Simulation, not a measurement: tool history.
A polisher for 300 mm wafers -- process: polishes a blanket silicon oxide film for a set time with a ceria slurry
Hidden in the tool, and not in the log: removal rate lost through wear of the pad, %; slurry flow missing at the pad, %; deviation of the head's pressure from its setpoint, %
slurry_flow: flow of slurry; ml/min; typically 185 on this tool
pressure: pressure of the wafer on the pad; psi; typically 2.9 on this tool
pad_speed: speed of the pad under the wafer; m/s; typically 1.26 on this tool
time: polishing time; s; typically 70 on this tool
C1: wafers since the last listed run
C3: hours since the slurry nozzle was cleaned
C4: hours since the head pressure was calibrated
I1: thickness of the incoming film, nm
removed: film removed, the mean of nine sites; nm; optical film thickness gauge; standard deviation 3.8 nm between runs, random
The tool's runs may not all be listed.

{"run": 1, "hour": 0.0, "slurry_flow": 150, "pressure": 2.9, "pad_speed": 1.1, "time": 70, "C1": 0, "wafers polished on this pad": 691, "C3": 579.7, "C4": 344.1, "I1": 1009.0, "removed": 226.5}
{"run": 2, "hour": 15.3, "slurry_flow": 150, "pressure": 2.9, "pad_speed": 1.1, "time": 70, "C1": 93, "wafers polished on this pad": 784, "C3": 595.0, "C4": 359.4, "I1": 987.7, "removed": 227.5}
{"run": 3, "hour": 31.0, "slurry_flow": 225, "pressure": 2.9, "pad_speed": 1.26, "time": 70, "C1": 95, "wafers polished on this pad": 879, "C3": 610.7, "C4": 375.1, "I1": 994.7, "removed": 286.9}
{"run": 4, "hour": 37.3, "slurry_flow": 185, "pressure": 2.9, "pad_speed": 1.26, "time": 70, "C1": 38, "wafers polished on this pad": 918, "C3": 617.0, "C4": 381.4, "I1": 1000.5, "removed": 278.5}
{"run": 5, "hour": 54.2, "slurry_flow": 185, "pressure": 2.9, "pad_speed": 1.26, "time": 70, "C1": 102, "wafers polished on this pad": 1020, "C3": 633.9, "C4": 398.3, "I1": 1016.9, "removed": 269.2}
{"hour": 67.0, "done": "worn pad replaced by a new one"}
{"run": 6, "hour": 67.5, "slurry_flow": 185, "pressure": 2.9, "pad_speed": 1.26, "time": 70, "C1": 56, "wafers polished on this pad": 2, "C3": 647.2, "C4": 411.6, "I1": 1019.7, "removed": 274.6}
{"run": 7, "hour": 83.2, "slurry_flow": 185, "pressure": 3.6, "pad_speed": 1.26, "time": 70, "C1": 95, "wafers polished on this pad": 98, "C3": 662.9, "C4": 427.3, "I1": 993.2, "removed": 338.3}
{"run": 8, "hour": 91.0, "slurry_flow": 185, "pressure": 3.6, "pad_speed": 1.26, "time": 70, "C1": 47, "wafers polished on this pad": 145, "C3": 670.7, "C4": 435.1, "I1": 995.7, "removed": 338.0}
{"run": 9, "hour": 106.7, "slurry_flow": 185, "pressure": 2.9, "pad_speed": 1.26, "time": 70, "C1": 95, "wafers polished on this pad": 241, "C3": 686.4, "C4": 450.8, "I1": 1001.9, "removed": 271.5}
{"run": 10, "hour": 117.5, "slurry_flow": 185, "pressure": 2.9, "pad_speed": 1.26, "time": 70, "C1": 65, "wafers polished on this pad": 307, "C3": 697.2, "C4": 461.6, "I1": 1004.9, "removed": 262.6}
{"run": 11, "hour": 129.6, "slurry_flow": 185, "pressure": 2.9, "pad_speed": 1.26, "time": 70, "C1": 73, "wafers polished on this pad": 380, "C3": 709.3, "C4": 473.7, "I1": 991.8, "removed": 267.9}
{"run": 12, "hour": 145.3, "slurry_flow": 185, "pressure": 2.9, "pad_speed": 1.26, "time": 70, "C1": 95, "wafers polished on this pad": 476, "C3": 725.0, "C4": 489.4, "I1": 984.6, "removed": 264.6}
{"run": 13, "hour": 157.9, "slurry_flow": 185, "pressure": 2.9, "pad_speed": 1.26, "time": 70, "C1": 76, "wafers polished on this pad": 553, "C3": 737.6, "C4": 502.0, "I1": 1001.5, "removed": 267.5}
{"run": 14, "hour": 168.4, "slurry_flow": 165, "pressure": 2.6, "pad_speed": 1.26, "time": 70, "C1": 63, "wafers polished on this pad": 616, "C3": 748.1, "C4": 512.5, "I1": 1004.0, "removed": 233.6}
{"run": 15, "hour": 181.2, "slurry_flow": 165, "pressure": 2.6, "pad_speed": 1.26, "time": 70, "C1": 77, "wafers polished on this pad": 694, "C3": 760.9, "C4": 525.3, "I1": 999.7, "removed": 227.2}
{"hour": 186.2, "done": "slurry nozzle cleaned"}
{"run": 16, "hour": 221.5, "slurry_flow": 165, "pressure": 2.6, "pad_speed": 1.26, "time": 70, "C1": 239, "wafers polished on this pad": 934, "C3": 35.3, "C4": 565.6, "I1": 989.9, "removed": 255.5}

For run 17, what comes out?
{"run": 17, "hour": 236.8, "slurry_flow": 165, "pressure": 2.3, "pad_speed": 0.94, "time": 76, "C1": 93, "wafers polished on this pad": 1027, "C3": 50.6, "C4": 580.9, "I1": 1002.6, "removed": "?"}

Run 17 gave removed 185.0 nm.
Take away the tool's hidden state, keep the run-to-run variation as it was, and the same run would have given removed 185.5 nm.

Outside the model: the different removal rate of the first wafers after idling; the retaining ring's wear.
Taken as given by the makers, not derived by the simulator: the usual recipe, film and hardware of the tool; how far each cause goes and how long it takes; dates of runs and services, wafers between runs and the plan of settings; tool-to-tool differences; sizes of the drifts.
